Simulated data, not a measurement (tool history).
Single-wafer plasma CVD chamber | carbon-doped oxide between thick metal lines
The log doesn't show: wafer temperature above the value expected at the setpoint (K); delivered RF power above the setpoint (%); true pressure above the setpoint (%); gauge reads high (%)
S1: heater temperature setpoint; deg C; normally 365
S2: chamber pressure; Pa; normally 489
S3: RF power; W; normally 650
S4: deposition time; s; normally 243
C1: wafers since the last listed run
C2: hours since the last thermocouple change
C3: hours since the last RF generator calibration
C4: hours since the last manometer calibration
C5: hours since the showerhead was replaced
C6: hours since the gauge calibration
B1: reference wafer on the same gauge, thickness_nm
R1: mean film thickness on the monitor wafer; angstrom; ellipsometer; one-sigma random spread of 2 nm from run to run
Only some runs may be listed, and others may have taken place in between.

Run 1, hour 0.0: usual settings; C1 0; C2 1281.9; C3 1907.0; C4 2861.5; C5 2411.3; C6 350.9; B1 1400.746. Result: R1 12812.26 angstrom.
Run 2, hour 17.6: usual settings but S2 407 Pa, S3 745 W; C1 78; C2 1299.5; C3 1924.6; C4 2879.1; C5 2428.9; C6 368.5; B1 1401.484. Result: R1 13852.15 angstrom.
Run 3, hour 33.8: usual settings but S2 407 Pa, S3 745 W; C1 72; C2 1315.7; C3 1940.8; C4 2895.3; C5 2445.1; C6 384.7; B1 1399.506. Result: R1 13834.21 angstrom.
Run 4, hour 50.9: usual settings but S1 356 deg C; C1 76; C2 1332.8; C3 1957.9; C4 2912.4; C5 2462.2; C6 401.8; B1 1399.899. Result: R1 12983.42 angstrom.
Run 5, hour 67.7: usual settings but S1 356 deg C; C1 75; C2 1349.6; C3 1974.7; C4 2929.2; C5 2479.0; C6 418.6; B1 1399.974. Result: R1 13040.95 angstrom.
Run 6, hour 80.8: usual settings but S3 695 W; C1 58; C2 1362.7; C3 1987.8; C4 2942.3; C5 2492.1; C6 431.7; B1 1399.944. Result: R1 13450.31 angstrom.
Run 7, hour 90.1: usual settings but S3 695 W; C1 41; C2 1372.0; C3 1997.1; C4 2951.6; C5 2501.4; C6 441.0; B1 1399.904. Result: R1 13411.28 angstrom.
At hour 101.6: showerhead replaced.
Run 8, hour 102.6: usual settings but S3 695 W; C1 20; C2 1384.5; C3 2009.6; C4 2964.1; C5 1.0; C6 453.5; B1 1399.379. Result: R1 13417.28 angstrom.
At hour 109.6: gauge calibrated.
Run 9, hour 114.5: usual settings; C1 53; C2 1396.4; C3 2021.5; C4 2976.0; C5 12.9; C6 4.9; B1 1399.624. Result: R1 12712.07 angstrom.
Run 10, hour 131.3: usual settings; C1 75; C2 1413.2; C3 2038.3; C4 2992.8; C5 29.7; C6 21.7; B1 1399.916. Result: R1 12741.50 angstrom.
Run 11, hour 141.0: usual settings but S3 610 W; C1 43; C2 1422.9; C3 2048.0; C4 3002.5; C5 39.4; C6 31.4; B1 1401.400. Result: R1 12190.33 angstrom.
At hour 156.9: capacitance manometer re-zeroed and calibrated.
Run 12, hour 158.4: usual settings; C1 42; C2 1440.3; C3 2065.4; C4 1.5; C5 56.8; C6 48.8; B1 1400.224. Result: R1 12763.69 angstrom.
Run 13, hour 165.2: usual settings but S1 360 deg C, S2 556 Pa, S3 710 W, S4 226 s; C1 30; C2 1447.1; C3 2072.2; C4 8.3; C5 63.6; C6 55.6; B1 1400.585. Result: R1 12914.27 angstrom.
Run 14, hour 178.1: usual settings but S1 372 deg C; C1 57; C2 1460.0; C3 2085.1; C4 21.2; C5 76.5; C6 68.5; B1 1400.337. Result: R1 12578.87 angstrom.
At hour 190.9: RF generator calibrated.
Run 15, hour 194.7: usual settings but S3 715 W; C1 38; C2 1476.6; C3 3.8; C4 37.8; C5 93.1; C6 85.1; B1 1400.106. Result: R1 14122.50 angstrom.
Run 16, hour 201.8: usual settings but S1 350 deg C; C1 31; C2 1483.7; C3 10.9; C4 44.9; C5 100.2; C6 92.2; B1 1399.870. Result: R1 13605.03 angstrom.
Run 17, hour 211.9: usual settings but S1 359 deg C, S3 745 W; C1 45; C2 1493.8; C3 21.0; C4 55.0; C5 110.3; C6 102.3; B1 1399.552. Result: R1 14716.55 angstrom.
Run 18, hour 228.4: usual settings but S1 371 deg C; C1 73; C2 1510.3; C3 37.5; C4 71.5; C5 126.8; C6 118.8; B1 1401.021. Result: R1 13042.89 angstrom.
Run 19, hour 238.6: usual settings but S1 360 deg C, S3 695 W, S4 199 s; C1 45; C2 1520.5; C3 47.7; C4 81.7; C5 137.0; C6 129.0; B1 1399.134. Result: R1 11460.32 angstrom.
Run 20, hour 248.7: usual settings; C1 45; C2 1530.6; C3 57.8; C4 91.8; C5 147.1; C6 139.1; B1 1399.911. Result: R1 13227.09 angstrom.
At hour 263.0: thermocouple changed; heater temperature recalibrated.
Run 21, hour 263.5: usual settings but S1 358 deg C, S3 585 W, S4 273 s; C1 30; C2 0.5; C3 72.6; C4 106.6; C5 161.9; C6 153.9; B1 1400.204. Result: R1 13920.22 angstrom.
Run 22, hour 270.5: usual settings but S1 359 deg C, S2 559 Pa, S3 560 W, S4 272 s; C1 31; C2 7.5; C3 79.6; C4 113.6; C5 168.9; C6 160.9; B1 1399.833. Result: R1 13543.28 angstrom.
Run 23, hour 282.3: usual settings but S1 351 deg C, S2 447 Pa, S3 585 W; C1 52; C2 19.3; C3 91.4; C4 125.4; C5 180.7; C6 172.7; B1 1400.271. Result: R1 12452.32 angstrom.
Run 24, hour 318.2: usual settings but S1 359 deg C, S3 745 W; C1 160; C2 55.2; C3 127.3; C4 161.3; C5 216.6; C6 208.6; B1 1399.268. Result: R1 14725.54 angstrom.
Run 25, hour 331.1: usual settings; C1 57; C2 68.1; C3 140.2; C4 174.2; C5 229.5; C6 221.5; B1 1399.584. Result: R1 13209.09 angstrom.
Run 26, hour 347.0: usual settings; C1 71; C2 84.0; C3 156.1; C4 190.1; C5 245.4; C6 237.4; B1 1399.895. Result: R1 13212.51 angstrom.
Run 27, hour 357.5: usual settings but S2 600 Pa, S4 197 s; C1 46; C2 94.5; C3 166.6; C4 200.6; C5 255.9; C6 247.9; B1 1401.244. Result: R1 10959.79 angstrom.

The tool's hidden state at each run:
wafer temperature above the value expected at the setpoint (K): 0 across all the runs
true pressure above the setpoint (%): 0 across all the runs
gauge reads high (%): 0 across all the runs
H1: delivered RF power above the setpoint (%)
run      H1
  1   -4.78
  2   -4.87
  3   -4.95
  4   -5.03
  5   -5.11
  6   -5.18
  7   -5.22
  8   -5.29
  9   -5.35
 10   -5.43
 11   -5.48
 12   -5.57
 13   -5.61
 14   -5.67
 15  -0.923
 16  -0.923
 17  -0.924
 18  -0.925
 19  -0.926
 20  -0.927
 21   -0.93
 22  -0.931
 23  -0.934
 24  -0.944
 25  -0.948
 26  -0.954
 27  -0.958
